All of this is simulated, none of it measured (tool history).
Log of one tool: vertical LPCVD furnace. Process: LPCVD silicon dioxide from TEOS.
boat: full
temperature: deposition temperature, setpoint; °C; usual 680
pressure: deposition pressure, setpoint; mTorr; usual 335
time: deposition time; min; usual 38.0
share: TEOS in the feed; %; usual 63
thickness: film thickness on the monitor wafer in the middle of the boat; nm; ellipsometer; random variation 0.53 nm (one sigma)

run,hour,temperature,pressure,time,share,wafers since the last listed run,hours since the last temperature calibration,hours since the pressure gauge was zeroed,hours since the TEOS flow controller was replaced,hours since the gauge calibration,"read-back reference wafer on the same gauge, thickness",thickness
1,0.0,675,380,38.0,63,0,3941.3,3581.5,3225.1,763.8,148.07,163.17
2,40.9,675,380,38.0,63,580,3982.2,3622.4,3266.0,804.7,147.94,162.98
# hour 43.5: gauge calibrated
3,110.3,675,380,38.0,63,984,4051.6,3691.8,3335.4,66.8,148.14,162.74
4,172.6,680,370,38.0,63,883,4113.9,3754.1,3397.7,129.1,148.04,181.86
5,219.0,680,370,38.0,63,658,4160.3,3800.5,3444.1,175.5,147.95,180.08
6,288.5,680,370,38.0,63,985,4229.8,3870.0,3513.6,245.0,148.02,180.96
7,347.1,680,335,38.0,63,831,4288.4,3928.6,3572.2,303.6,147.93,172.18
8,393.7,680,290,38.0,63,660,4335.0,3975.2,3618.8,350.2,148.00,159.45
# hour 458.6: pressure gauge zeroed
9,459.1,680,290,38.0,63,587,4400.4,0.5,3684.2,415.6,148.05,163.92
10,500.6,680,335,38.0,72,588,4441.9,42.0,3725.7,457.1,148.00,188.95
11,548.5,680,335,38.0,72,679,4489.8,89.9,3773.6,505.0,147.93,188.28
# hour 604.2: TEOS flow controller replaced
# hour 625.5: thermocouples replaced and temperature profile calibrated
12,626.0,680,335,46.5,63,456,0.5,167.4,21.8,582.5,147.94,214.67
13,658.7,680,335,46.5,63,463,33.2,200.1,54.5,615.2,148.09,213.62
14,691.9,680,275,38.0,63,470,66.4,233.3,87.7,648.4,148.06,158.82
15,735.7,680,335,38.0,63,621,110.2,277.1,131.5,692.2,147.94,175.64
16,774.6,680,335,34.0,63,551,149.1,316.0,170.4,731.1,148.07,156.67
17,834.9,680,355,38.0,59,855,209.4,376.3,230.7,791.4,148.03,174.65
18,888.2,670,380,48.5,63,755,262.7,429.6,284.0,844.7,148.14,186.24
19,957.9,669,280,38.0,63,988,332.4,499.3,353.7,914.4,148.15,121.49
20,988.3,680,335,38.0,63,431,362.8,529.7,384.1,944.8,147.94,174.55
# hour 1036.3: gauge calibrated
21,1134.0,680,335,38.0,53,2066,508.5,675.4,529.8,97.7,148.05,160.79
22,1197.7,680,335,38.0,72,903,572.2,739.1,593.5,161.4,147.95,186.90
23,1289.2,680,385,38.0,71,1297,663.7,830.6,685.0,252.9,148.09,198.91
24,1342.1,689,295,38.0,59,750,716.6,883.5,737.9,305.8,147.87,197.68
25,1376.3,680,335,28.0,63,485,750.8,917.7,772.1,340.0,148.03,128.82
26,1406.2,674,295,31.0,52,424,780.7,947.6,802.0,369.9,147.93,104.89
27,1471.3,680,335,38.0,54,923,845.8,1012.7,867.1,435.0,147.93,161.31
28,1501.1,687,335,50.0,63,422,875.6,1042.5,896.9,464.8,148.07,271.14

3 ways to go on from here, each from the tool as it stands after run 28. What would each give?
A,1506.6,671,335,38.0,63,78,881.1,1048.0,902.4,470.3,?,?
B,1506.6,671,335,31.0,63,78,881.1,1048.0,902.4,470.3,?,?
C,1506.6,677,265,38.0,75,78,881.1,1048.0,902.4,470.3,?,?

run,"read-back reference wafer on the same gauge, thickness",thickness
A,147.97,139.31
B,147.97,113.65
C,147.97,156.34
Without the tool's hidden state the same runs would have given:
run,thickness
A,140.36
B,114.51
C,157.85
